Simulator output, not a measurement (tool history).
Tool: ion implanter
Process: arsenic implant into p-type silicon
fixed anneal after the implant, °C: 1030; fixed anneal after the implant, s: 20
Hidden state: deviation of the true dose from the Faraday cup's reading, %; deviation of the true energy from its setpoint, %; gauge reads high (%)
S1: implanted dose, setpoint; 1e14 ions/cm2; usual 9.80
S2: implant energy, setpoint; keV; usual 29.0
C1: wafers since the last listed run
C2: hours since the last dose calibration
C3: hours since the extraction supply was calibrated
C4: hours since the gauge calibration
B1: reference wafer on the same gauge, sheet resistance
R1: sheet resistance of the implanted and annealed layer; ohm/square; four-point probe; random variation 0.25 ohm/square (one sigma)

run	day	S1	S2	C1	C2	C3	C4	B1	R1
1	0.000	8.28	29.0	0	633.1	3935.3	290.8	119.96	137.82
2	1.479	8.28	29.0	807	668.6	3970.8	326.3	119.99	138.26
3	2.462	8.28	29.0	537	692.2	3994.4	349.9	120.00	137.88
4	3.312	11.92	33.5	464	712.6	4014.8	370.3	120.00	106.24
5	3.950	11.92	33.5	348	727.9	4030.1	385.6	119.95	105.99
6	4.912	9.80	29.0	525	751.0	4053.2	408.7	120.10	123.39
7	5.896	9.80	29.0	537	774.6	4076.8	432.3	120.01	123.13
8	6.904	9.80	29.0	550	798.8	4101.0	456.5	119.96	123.21
9	7.775	11.28	35.0	475	819.7	4121.9	477.4	119.98	108.53
# day 8.325: Faraday cup replaced and dose calibrated
10	9.267	11.28	35.0	632	22.6	4157.7	513.2	120.00	108.15
11	10.271	11.28	35.0	548	46.7	4181.8	537.3	120.05	108.24
12	11.154	9.80	29.0	482	67.9	4203.0	558.5	119.99	121.97
13	12.292	8.28	29.0	621	95.2	4230.3	585.8	119.99	136.80
14	13.412	7.00	23.5	612	122.1	4257.2	612.7	119.97	159.68
# day 13.483: gauge calibrated
15	14.033	9.80	29.0	339	137.0	4272.1	13.2	119.98	121.93
16	14.546	11.35	34.0	279	149.3	4284.4	25.5	120.02	107.96
17	15.246	11.42	29.0	382	166.1	4301.2	42.3	119.99	110.87
18	16.454	8.34	24.0	659	195.1	4330.2	71.3	119.97	140.54
19	17.058	9.80	29.0	329	209.6	4344.7	85.8	119.97	121.90
20	18.229	9.80	22.5	639	237.7	4372.8	113.9	119.99	127.25
21	18.975	8.47	35.0	407	255.6	4390.7	131.8	119.99	130.83
22	20.062	7.35	33.0	593	281.7	4416.8	157.9	120.04	146.55
23	21.325	9.80	36.0	689	312.0	4447.1	188.2	119.92	118.08
24	22.708	9.80	29.0	755	345.2	4480.3	221.4	119.99	122.09
25	23.796	9.80	29.0	593	371.3	4506.4	247.5	120.00	122.52
# day 24.238: extraction supply calibrated
26	24.958	7.15	34.5	452	399.2	17.3	275.4	120.01	149.06
27	25.992	8.68	39.0	564	424.0	42.1	300.2	120.01	126.95
28	26.542	9.80	37.0	300	437.2	55.3	313.4	119.98	117.59
29	27.367	9.80	29.0	450	457.0	75.1	333.2	120.02	122.87
30	28.558	6.91	25.0	650	485.6	103.7	361.8	120.03	160.84
31	30.008	8.98	22.5	791	520.4	138.5	396.6	119.97	135.79
32	31.192	7.96	19.0	646	548.8	166.9	425.0	119.98	151.26
33	33.633	9.80	29.0	1333	607.4	225.5	483.6	119.92	123.06
34	34.504	11.20	26.0	475	628.3	246.4	504.5	120.06	115.59
35	35.204	11.21	21.5	382	645.1	263.2	521.3	120.00	119.23
36	36.579	8.12	37.0	750	678.1	296.2	554.3	120.05	134.60

5 ways to go on from here, each from the tool as it stands after run 36. What would each give?
A	36.596	7.42	29.0	9	678.5	296.6	554.7	?	?
B	36.596	11.50	37.0	9	678.5	296.6	554.7	?	?
C	36.596	6.86	33.0	9	678.5	296.6	554.7	?	?
D	36.596	8.35	29.0	9	678.5	296.6	554.7	?	?
E	36.596	9.80	38.5	9	678.5	296.6	554.7	?	?

run	B1	R1
A	120.03	149.38
B	120.03	106.24
C	120.03	155.16
D	120.03	137.22
E	120.03	117.15
Without the tool's hidden state the same runs would have given:
run	R1
A	147.34
B	105.01
C	153.00
D	135.42
E	115.66

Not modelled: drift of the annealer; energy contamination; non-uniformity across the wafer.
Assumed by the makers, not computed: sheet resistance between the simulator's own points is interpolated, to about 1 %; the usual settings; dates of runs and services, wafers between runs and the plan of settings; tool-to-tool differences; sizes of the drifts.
